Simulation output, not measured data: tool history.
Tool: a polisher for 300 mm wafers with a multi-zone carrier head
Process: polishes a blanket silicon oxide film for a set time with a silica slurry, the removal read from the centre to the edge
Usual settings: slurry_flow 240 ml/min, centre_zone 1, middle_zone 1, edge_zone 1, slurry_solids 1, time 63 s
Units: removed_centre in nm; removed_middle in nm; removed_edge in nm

run,hour,slurry_flow,centre_zone,middle_zone,edge_zone,slurry_solids,time,wafers since the last listed run,wafers polished on this pad,hours since the slurry nozzle was cleaned,hours since the centre zone pressure was calibrated,hours since the edge zone pressure was calibrated,hours since the carrier head's membrane was replaced,"incoming thickness of the incoming film, nm",removed_centre,removed_middle,removed_edge
1,0,240,1,1,1,1,63,0,1098,238.8,945.9,248.1,559.6,1585.2,327.9,322.5,338.7
# hour 25.4: worn pad replaced by a new one
2,25.9,240,1,1,1,1,63,266,5,264.7,971.8,274,585.5,1624,327.4,311,339.1
3,41,210,1,1,1,1,63,183,189,279.8,986.9,289.1,600.6,1586.1,315.1,313.9,328.3
4,75.3,210,1,1,1,1,63,417,607,314.1,1021.2,323.4,634.9,1613.5,316.1,308.9,326.3
5,89.9,240,1,1,1,0.75,63,177,785,328.7,1035.8,338,649.5,1579.5,295.3,290.1,303.1
# hour 138.8: worn pad replaced by a new one
# hour 144: edge zone pressure recalibrated
6,165,240,1,1,1,1,63,841,295,403.8,1110.9,21,724.6,1595.4,319.3,319.2,330.8
7,186.7,240,1,1,1,1,63,264,559,425.5,1132.6,42.7,746.3,1576.2,311.2,315.3,330.1
# hour 204.2: centre zone pressure recalibrated
8,216,240,1,1,1,1,63,332,892,454.8,11.8,72,775.6,1582.9,312.5,307.1,331.9
# hour 225: carrier head's membrane replaced by a new one
# hour 234: worn pad replaced by a new one
9,234.5,240,1,1,1,1,63,115,6,473.3,30.3,90.5,9.5,1592.4,313.7,312.3,328.4
10,251.1,240,1,1,1.05,1,63,202,208,489.9,46.9,107.1,26.1,1621.2,314.3,307.9,330.8
11,278.2,305,1,1,1,1,63,330,538,517,74,134.2,53.2,1601.9,322.7,322.2,338.7
12,295.3,240,1,1,1,1,63,208,746,534.1,91.1,151.3,70.3,1606,303.4,308.4,323.9
# hour 323: worn pad replaced by a new one
13,329.2,195,1.09,0.94,0.96,1,63,364,75,568,125,185.2,104.2,1609.5,309.8,274.7,304.3
# hour 338.1: slurry nozzle cleaned
14,353.6,195,1,1,0.96,1,63,285,360,15.5,149.4,209.6,128.6,1575.8,322.2,317.1,327
15,374.4,240,1.11,1,1.1,1,63,253,613,36.3,170.2,230.4,149.4,1569.1,369.1,328.2,359.3
16,399,220,1,0.91,1,0.7,82,299,913,60.9,194.8,255,174,1577.5,372.3,350.7,391.1
17,415.8,305,1,1,1,1,63,204,1118,77.7,211.6,271.8,190.8,1625.8,341.7,344.5,345.3
# hour 423.5: worn pad replaced by a new one
18,429.5,240,1.11,1,1.1,1,63,118,73,91.4,225.3,285.5,204.5,1609.9,366.3,323.6,356.5

Forecast each of these 3 alternatives for the next run:
A,429.9,240,0.9,1,1,1,63,4,78,91.8,225.7,285.9,204.9,1604.7,?,?,?
B,429.9,240,0.91,1.09,1.04,1,46,4,78,91.8,225.7,285.9,204.9,1604.7,?,?,?
C,429.9,215,1,1,1,1,63,4,78,91.8,225.7,285.9,204.9,1604.7,?,?,?

run,removed_centre,removed_middle,removed_edge
A,295.5,332.9,341.6
B,218.3,261.4,254
C,322.5,327.1,337.4
Without the tool's hidden state the same runs would have given:
run,removed_centre,removed_middle,removed_edge
A,298.8,336.1,344.2
B,220.7,264,255.8
C,326.5,330.8,340.2
